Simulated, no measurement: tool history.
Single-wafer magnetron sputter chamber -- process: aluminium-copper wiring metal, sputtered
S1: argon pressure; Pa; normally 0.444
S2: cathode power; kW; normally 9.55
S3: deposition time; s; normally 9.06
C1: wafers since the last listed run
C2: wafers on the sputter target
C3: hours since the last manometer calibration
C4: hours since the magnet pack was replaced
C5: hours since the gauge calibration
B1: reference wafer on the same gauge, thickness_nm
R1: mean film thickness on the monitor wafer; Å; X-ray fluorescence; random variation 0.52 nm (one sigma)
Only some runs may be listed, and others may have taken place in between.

run 1 hour=0 | S1=0.444 S2=9.55 S3=9.06 | C1=0 C2=1821 C3=2556.5 C4=5907.7 C5=72.2 | B1=144.028 | R1=1643
run 2 hour=14.1 | S1=0.444 S2=9.55 S3=9.06 | C1=382 C2=2203 C3=2570.6 C4=5921.8 C5=86.3 | B1=143.997 | R1=1642.63
run 3 hour=23.1 | S1=0.444 S2=9.55 S3=9.06 | C1=244 C2=2447 C3=2579.6 C4=5930.8 C5=95.3 | B1=143.95 | R1=1632.72
run 4 hour=32.2 | S1=0.444 S2=9.55 S3=9.06 | C1=246 C2=2694 C3=2588.7 C4=5939.9 C5=104.4 | B1=143.934 | R1=1625.54
run 5 hour=40.6 | S1=0.444 S2=9.55 S3=9.06 | C1=227 C2=2922 C3=2597.1 C4=5948.3 C5=112.8 | B1=144.075 | R1=1621.61
-- hour=53.9 sputter target and shields replaced
run 6 hour=54.4 | S1=0.444 S2=9.55 S3=9.06 | C1=157 C2=13 C3=2610.9 C4=5962.1 C5=126.6 | B1=144.025 | R1=1569.44
run 7 hour=65.1 | S1=0.444 S2=9.55 S3=9.06 | C1=290 C2=303 C3=2621.6 C4=5972.8 C5=137.3 | B1=143.935 | R1=1574.13
run 8 hour=80 | S1=0.444 S2=10.55 S3=9.06 | C1=404 C2=707 C3=2636.5 C4=5987.7 C5=152.2 | B1=143.985 | R1=1730.85
run 9 hour=90.1 | S1=0.444 S2=10.3 S3=9.06 | C1=274 C2=981 C3=2646.6 C4=5997.8 C5=162.3 | B1=143.943 | R1=1692.74
run 10 hour=101.7 | S1=0.495 S2=9.55 S3=9.06 | C1=314 C2=1296 C3=2658.2 C4=6009.4 C5=173.9 | B1=144.122 | R1=1523.15
run 11 hour=110.9 | S1=0.444 S2=9.55 S3=9.06 | C1=249 C2=1546 C3=2667.4 C4=6018.6 C5=183.1 | B1=143.954 | R1=1557.39
run 12 hour=133.3 | S1=0.444 S2=9.55 S3=9.06 | C1=607 C2=2153 C3=2689.8 C4=6041 C5=205.5 | B1=143.95 | R1=1547.33
run 13 hour=147.3 | S1=0.444 S2=9.55 S3=9.66 | C1=379 C2=2533 C3=2703.8 C4=6055 C5=219.5 | B1=143.778 | R1=1637.32
-- hour=165.9 sputter target and shields replaced, repeated, since the last time left the tool worse
-- hour=169.3 capacitance manometer re-zeroed and calibrated
run 14 hour=169.8 | S1=0.444 S2=9.55 S3=9.66 | C1=303 C2=14 C3=0.5 C4=6077.5 C5=242 | B1=144.021 | R1=1790.48
run 15 hour=170.3 | S1=0.507 S2=8.1 S3=10.53 | C1=13 C2=28 C3=1 C4=6078 C5=242.5 | B1=143.921 | R1=1600.03
run 16 hour=183.8 | S1=0.444 S2=10.3 S3=9.06 | C1=366 C2=394 C3=14.5 C4=6091.5 C5=256 | B1=143.863 | R1=1796.75
run 17 hour=193.9 | S1=0.53 S2=11.4 S3=9.06 | C1=274 C2=668 C3=24.6 C4=6101.6 C5=266.1 | B1=144.017 | R1=1912.79
-- hour=212 magnet pack replaced
run 18 hour=212.5 | S1=0.268 S2=8 S3=9.06 | C1=287 C2=955 C3=43.2 C4=0.5 C5=284.7 | B1=144.109 | R1=1518.94
run 19 hour=222.4 | S1=0.396 S2=11.65 S3=8.42 | C1=268 C2=1224 C3=53.1 C4=10.4 C5=294.6 | B1=144.022 | R1=1936.32
run 20 hour=232.1 | S1=0.389 S2=8.2 S3=7.93 | C1=263 C2=1487 C3=62.8 C4=20.1 C5=304.3 | B1=144.018 | R1=1270.92
run 21 hour=245 | S1=0.545 S2=9.55 S3=10.6 | C1=349 C2=1837 C3=75.7 C4=33 C5=317.2 | B1=143.992 | R1=1827.12
run 22 hour=254.6 | S1=0.444 S2=9.55 S3=9.06 | C1=260 C2=2098 C3=85.3 C4=42.6 C5=326.8 | B1=144.101 | R1=1645.56
run 23 hour=271.6 | S1=0.444 S2=9.55 S3=9.06 | C1=461 C2=2559 C3=102.3 C4=59.6 C5=343.8 | B1=144.079 | R1=1641.05
-- hour=279.2 gauge calibrated
run 24 hour=287.8 | S1=0.585 S2=10.2 S3=9.06 | C1=439 C2=2998 C3=118.5 C4=75.8 C5=8.6 | B1=143.884 | R1=1626.55
run 25 hour=297.8 | S1=0.305 S2=7.2 S3=9.06 | C1=271 C2=3270 C3=128.5 C4=85.8 C5=18.6 | B1=143.963 | R1=1311.27
-- hour=306.7 sputter target and shields replaced
run 26 hour=310.7 | S1=0.444 S2=9.55 S3=9.06 | C1=132 C2=107 C3=141.4 C4=98.7 C5=31.5 | B1=143.926 | R1=1674.25
run 27 hour=319.8 | S1=0.444 S2=9.55 S3=9.06 | C1=246 C2=354 C3=150.5 C4=107.8 C5=40.6 | B1=143.881 | R1=1680.56
run 28 hour=335.2 | S1=0.444 S2=11.1 S3=9.06 | C1=417 C2=772 C3=165.9 C4=123.2 C5=56 | B1=143.811 | R1=1937.58
run 29 hour=346.9 | S1=0.444 S2=9.55 S3=9.06 | C1=317 C2=1089 C3=177.6 C4=134.9 C5=67.7 | B1=143.969 | R1=1656.79
run 30 hour=364 | S1=0.444 S2=7.25 S3=9.06 | C1=463 C2=1553 C3=194.7 C4=152 C5=84.8 | B1=144.106 | R1=1254.84
run 31 hour=378.6 | S1=0.356 S2=8.8 S3=10 | C1=396 C2=1950 C3=209.3 C4=166.6 C5=99.4 | B1=144.083 | R1=1757.73
run 32 hour=388.5 | S1=0.444 S2=11.5 S3=8.14 | C1=268 C2=2218 C3=219.2 C4=176.5 C5=109.3 | B1=143.93 | R1=1789.58
run 33 hour=403.6 | S1=0.444 S2=9.55 S3=9.64 | C1=409 C2=2628 C3=234.3 C4=191.6 C5=124.4 | B1=143.918 | R1=1748.64
-- hour=427.1 sputter target and shields replaced
run 34 hour=427.6 | S1=0.323 S2=11.65 S3=9.06 | C1=434 C2=12 C3=258.3 C4=215.6 C5=148.4 | B1=143.95 | R1=2179.51

Across each entry between runs, compare the hidden state at the last listed run before it with the hidden state at the first listed run after it:
Runs 5 to 6: sputter target and shields replaced (hour 53.9)
  deposition rate above that of a new target (%): -3.17 -> -6.21
  measured result minus the result with no hidden state, R1: -53.02 -> -103.93 Å
Runs 13 to 14: sputter target and shields replaced, repeated, since the last time left the tool worse (hour 165.9); capacitance manometer re-zeroed and calibrated (hour 169.3)
  deposition rate above that of a new target (%): -8.57 -> -0.214
  measured result minus the result with no hidden state, R1: -153.44 -> -3.84 Å
Runs 17 to 18: magnet pack replaced (hour 212)
  deposition rate above that of a new target (%): -0.826 -> -1.3
  measured result minus the result with no hidden state, R1: -15.92 -> -19.97 Å
Runs 23 to 24: gauge calibrated (hour 279.2)
  deposition rate above that of a new target (%): -2.8 -> -3.21
  measured result minus the result with no hidden state, R1: -47.23 -> -53.91 Å
Runs 25 to 26: sputter target and shields replaced (hour 306.7)
  deposition rate above that of a new target (%): -3.46 -> -0.344
  measured result minus the result with no hidden state, R1: -47.02 -> -5.78 Å
Runs 33 to 34: sputter target and shields replaced (hour 427.1)
  deposition rate above that of a new target (%): -2.7 -> -0.0372
  measured result minus the result with no hidden state, R1: -48.55 -> -0.81 Å
